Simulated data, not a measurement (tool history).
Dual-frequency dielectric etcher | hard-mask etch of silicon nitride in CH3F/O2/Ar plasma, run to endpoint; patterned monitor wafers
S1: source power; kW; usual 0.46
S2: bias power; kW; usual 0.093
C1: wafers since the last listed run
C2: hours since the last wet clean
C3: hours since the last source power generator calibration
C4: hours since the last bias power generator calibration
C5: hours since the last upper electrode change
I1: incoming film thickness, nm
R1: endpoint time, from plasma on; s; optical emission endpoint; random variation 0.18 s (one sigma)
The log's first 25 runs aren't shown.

At hour 722.2: upper electrode replaced.
Run 26, hour 729.2: usual settings but S1 0.37 kW, S2 0.079 kW; C1 139; C2 127.1; C3 448.8; C4 192.8; C5 7; I1 50.2. Result: R1 68.5 s.
Run 27, hour 747.4: usual settings but S1 0.58 kW, S2 0.075 kW; C1 309; C2 145.3; C3 467; C4 211; C5 25.2; I1 49.7. Result: R1 57.1 s.
Run 28, hour 776.4: usual settings but S1 0.56 kW, S2 0.084 kW; C1 492; C2 174.3; C3 496; C4 240; C5 54.2; I1 50.8. Result: R1 57.9 s.
Run 29, hour 791.9: usual settings but S2 0.075 kW; C1 263; C2 189.8; C3 511.5; C4 255.5; C5 69.7; I1 50.9. Result: R1 64.5 s.
Run 30, hour 826.3: usual settings but S1 0.41 kW; C1 584; C2 224.2; C3 545.9; C4 289.9; C5 104.1; I1 50.2. Result: R1 63.9 s.
Run 31, hour 854.3: usual settings; C1 475; C2 252.2; C3 573.9; C4 317.9; C5 132.1; I1 50.5. Result: R1 61 s.
Run 32, hour 872.5: usual settings; C1 309; C2 270.4; C3 592.1; C4 336.1; C5 150.3; I1 50.1. Result: R1 60.8 s.
Run 33, hour 891.5: usual settings but S1 0.43 kW; C1 322; C2 289.4; C3 611.1; C4 355.1; C5 169.3; I1 50.5. Result: R1 62.3 s.
Run 34, hour 905.1: usual settings but S1 0.55 kW, S2 0.077 kW; C1 231; C2 303; C3 624.7; C4 368.7; C5 182.9; I1 50.6. Result: R1 58.8 s.
Run 35, hour 929.7: usual settings but S2 0.114 kW; C1 417; C2 327.6; C3 649.3; C4 393.3; C5 207.5; I1 50.4. Result: R1 58.4 s.
Run 36, hour 958.4: usual settings but S1 0.35 kW, S2 0.107 kW; C1 487; C2 356.3; C3 678; C4 422; C5 236.2; I1 50.9. Result: R1 66 s.

3 ways to go on from here, each from the tool as it stands after run 36. What would each give?
Run A, hour 958.8: usual settings but S1 0.54 kW; C1 6; C2 356.7; C3 678.4; C4 422.4; C5 236.6; I1 50.5. Result: R1 ?.
Run B, hour 958.8: usual settings but S1 0.55 kW, S2 0.078 kW; C1 6; C2 356.7; C3 678.4; C4 422.4; C5 236.6; I1 50.5. Result: R1 ?.
Run C, hour 958.8: usual settings but S1 0.35 kW, S2 0.078 kW; C1 6; C2 356.7; C3 678.4; C4 422.4; C5 236.6; I1 50.5. Result: R1 ?.

run    R1
  A  56.7
  B  58.1
  C  69.8
Without the tool's hidden state the same runs would have given:
run    R1
  A  57.6
  B  59.1
  C  70.9
